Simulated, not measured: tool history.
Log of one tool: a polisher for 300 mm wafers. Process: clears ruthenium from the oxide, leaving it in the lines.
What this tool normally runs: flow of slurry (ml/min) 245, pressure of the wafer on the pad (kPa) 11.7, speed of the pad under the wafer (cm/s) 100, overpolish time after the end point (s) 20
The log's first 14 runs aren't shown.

run     day  flow of slurry (ml/min)  pressure of the wafer on the pad (kPa)  speed of the pad under the wafer (cm/s)  overpolish time after the end point (s)  wafers since the last listed run  wafers polished on this pad  hours since the slurry nozzle was cleaned  hours since the head pressure was calibrated  incoming thickness of the incoming film, nm  time until the end point was called (s)
     37.075  -- head pressure recalibrated
 15  41.029                      245                                    11.7                                       92                                       15                               738                         1087                                      488.1                                          94.9                                        155.8                                    197.7
 16  43.029                      245                                    11.7                                       92                                       15                               173                         1261                                      536.1                                         142.9                                        156.1                                    198.6
     43.775  -- worn pad replaced by a new one
     44.688  -- slurry nozzle cleaned
 17  45.146                      245                                    11.7                                      114                                       25                               165                          115                                       11.0                                         193.7                                        153.0                                    154.5
 18  47.742                      245                                    13.8                                      100                                       20                               225                          340                                       73.3                                         256.0                                        151.8                                    150.6
 19  50.492                      285                                    13.8                                       88                                       13                               238                          579                                      139.3                                         322.0                                        154.1                                    170.0
 20  52.617                      245                                    10.3                                       84                                       20                               184                          763                                      190.3                                         373.0                                        157.1                                    244.4
 21  55.150                      245                                    15.2                                      100                                       24                               219                          983                                      251.1                                         433.8                                        152.8                                    136.0
     55.962  -- head pressure recalibrated
 22  57.425                      245                                    13.8                                       86                                       20                               190                         1174                                      305.7                                          35.1                                        155.1                                    177.3
 23  58.679                      245                                    11.7                                      100                                       20                               108                         1282                                      335.8                                          65.2                                        155.5                                    182.2
     60.875  -- worn pad replaced by a new one
 24  60.896                      270                                    15.9                                      100                                       27                               177                            1                                      389.0                                         118.4                                        155.6                                    133.9
 25  63.821                      245                                    10.3                                      130                                       20                               253                          255                                      459.2                                         188.6                                        153.2                                    155.2
 26  66.183                      270                                     9.7                                      126                                       13                               205                          460                                      515.9                                         245.3                                        155.6                                    173.4
 27  68.488                      215                                    11.7                                       90                                       14                               199                          660                                      571.2                                         300.6                                        152.9                                    203.1
     68.604  -- slurry nozzle cleaned
 28  70.229                      245                                    11.7                                      100                                       20                               147                          808                                       39.0                                         342.4                                        154.4                                    175.3
 29  72.221                      245                                    13.8                                      130                                       20                               172                          981                                       86.8                                         390.2                                        154.9                                    115.7

Expected results for the next run?
     73.600  -- head pressure recalibrated
 30  74.033                      300                                    11.7                                      126                                       20                               150                         1131                                      130.3                                          10.4                                        155.3                                        ?

time until the end point was called (s): 137.9
On a tool with no hidden condition, and with the same random variation, this run would have come out at time until the end point was called (s) 136.9.

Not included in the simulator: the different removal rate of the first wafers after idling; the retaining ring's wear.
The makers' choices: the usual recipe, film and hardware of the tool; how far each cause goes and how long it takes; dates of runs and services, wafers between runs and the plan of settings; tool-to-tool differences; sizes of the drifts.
